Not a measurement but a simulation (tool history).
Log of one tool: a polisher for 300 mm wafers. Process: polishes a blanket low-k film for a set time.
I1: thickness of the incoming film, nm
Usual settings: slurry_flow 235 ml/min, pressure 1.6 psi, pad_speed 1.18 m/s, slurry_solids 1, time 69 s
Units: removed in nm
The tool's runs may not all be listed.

run 1 day=0 | slurry_flow=235 pressure=1.6 pad_speed=1.5 slurry_solids=1 time=69 | I1=533.1 | removed=25.1
-- day=1.417 head pressure recalibrated
-- day=2.367 slurry nozzle cleaned
run 2 day=3.404 | slurry_flow=235 pressure=1.6 pad_speed=1.5 slurry_solids=1 time=69 | I1=537 | removed=25.5
-- day=4.629 worn pad replaced by a new one
run 3 day=6.446 | slurry_flow=235 pressure=1.6 pad_speed=1.5 slurry_solids=1 time=69 | I1=525.3 | removed=25.5
-- day=6.579 slurry blender recalibrated
run 4 day=9.688 | slurry_flow=235 pressure=1.6 pad_speed=0.94 slurry_solids=1 time=69 | I1=542.1 | removed=19.5
run 5 day=12.308 | slurry_flow=235 pressure=1.6 pad_speed=0.94 slurry_solids=1 time=69 | I1=534.9 | removed=19.4
-- day=15.908 conditioning disc replaced and pad reconditioned
run 6 day=19.329 | slurry_flow=235 pressure=1.6 pad_speed=1.18 slurry_solids=1 time=69 | I1=528.2 | removed=21.8
-- day=22.654 worn pad replaced by a new one
run 7 day=23.062 | slurry_flow=235 pressure=1.6 pad_speed=1.18 slurry_solids=1 time=69 | I1=540.3 | removed=21.5
-- day=26.962 slurry blender recalibrated
run 8 day=28.467 | slurry_flow=235 pressure=1.6 pad_speed=1.18 slurry_solids=1 time=69 | I1=534.6 | removed=22.1
run 9 day=31.321 | slurry_flow=235 pressure=1.6 pad_speed=1.18 slurry_solids=0.85 time=69 | I1=525.6 | removed=20.3
-- day=32.717 conditioning disc replaced and pad reconditioned
-- day=34.546 slurry nozzle cleaned
run 10 day=35.117 | slurry_flow=235 pressure=1.6 pad_speed=1.18 slurry_solids=0.9 time=69 | I1=540.1 | removed=21.9
run 11 day=37.162 | slurry_flow=235 pressure=1.6 pad_speed=1.18 slurry_solids=0.9 time=69 | I1=534.9 | removed=21.9
run 12 day=40.158 | slurry_flow=235 pressure=1.6 pad_speed=1.38 slurry_solids=1.15 time=69 | I1=533.6 | removed=25.5
-- day=42.725 worn pad replaced by a new one
run 13 day=43.142 | slurry_flow=175 pressure=1.6 pad_speed=1.18 slurry_solids=1 time=69 | I1=526.7 | removed=21.4
-- day=45.667 slurry blender recalibrated
run 14 day=45.683 | slurry_flow=235 pressure=1.6 pad_speed=1.18 slurry_solids=1 time=69 | I1=530.9 | removed=22.9
run 15 day=49.779 | slurry_flow=235 pressure=1.6 pad_speed=1.18 slurry_solids=1 time=86 | I1=532.6 | removed=28.1
-- day=50.379 conditioning disc replaced and pad reconditioned
run 16 day=53.292 | slurry_flow=195 pressure=2 pad_speed=1.38 slurry_solids=0.8 time=69 | I1=539.1 | removed=27.9
run 17 day=57.7 | slurry_flow=235 pressure=1.6 pad_speed=1.18 slurry_solids=0.85 time=69 | I1=534.1 | removed=20.8
run 18 day=59.604 | slurry_flow=235 pressure=1.6 pad_speed=1.46 slurry_solids=0.85 time=76 | I1=537 | removed=26
-- day=62.754 slurry nozzle cleaned
-- day=64.258 slurry blender recalibrated
-- day=64.383 worn pad replaced by a new one
-- day=67.412 conditioning disc replaced and pad reconditioned
-- day=68.442 head pressure recalibrated
run 19 day=69.188 | slurry_flow=205 pressure=1.4 pad_speed=0.96 slurry_solids=1 time=86 | I1=525.7 | removed=21.1
run 20 day=71.95 | slurry_flow=235 pressure=1.6 pad_speed=1.54 slurry_solids=1 time=51 | I1=528.7 | removed=19.7
run 21 day=73.867 | slurry_flow=310 pressure=1.9 pad_speed=1.18 slurry_solids=1 time=69 | I1=522.7 | removed=26.7
run 22 day=76.462 | slurry_flow=235 pressure=1.6 pad_speed=1.18 slurry_solids=1 time=69 | I1=528.5 | removed=22.2
run 23 day=80.867 | slurry_flow=285 pressure=1.6 pad_speed=1 slurry_solids=1 time=69 | I1=530.2 | removed=19.9
-- day=81.079 worn pad replaced by a new one
run 24 day=83.796 | slurry_flow=165 pressure=1.3 pad_speed=1.18 slurry_solids=0.9 time=49 | I1=527.7 | removed=11.8
-- day=84.65 slurry blender recalibrated
run 25 day=87.604 | slurry_flow=235 pressure=2.2 pad_speed=1.18 slurry_solids=1 time=85 | I1=526.4 | removed=37.6
-- day=88.408 conditioning disc replaced and pad reconditioned
run 26 day=91.4 | slurry_flow=235 pressure=1.6 pad_speed=1.18 slurry_solids=1.2 time=56 | I1=531 | removed=18.3

Forecast each of these 3 alternatives for the next run:
run A day=91.417 | slurry_flow=235 pressure=1.4 pad_speed=1.18 slurry_solids=1 time=69 | I1=531.8 | removed=?
run B day=91.417 | slurry_flow=235 pressure=2 pad_speed=1.18 slurry_solids=1 time=59 | I1=531.8 | removed=?
run C day=91.417 | slurry_flow=295 pressure=1.6 pad_speed=1.18 slurry_solids=1 time=69 | I1=531.8 | removed=?

run=A removed=18.9
run=B removed=23.1
run=C removed=22.2
Without the tool's hidden state the same runs would have given:
run=A removed=20.5
run=B removed=25.1
run=C removed=23.9
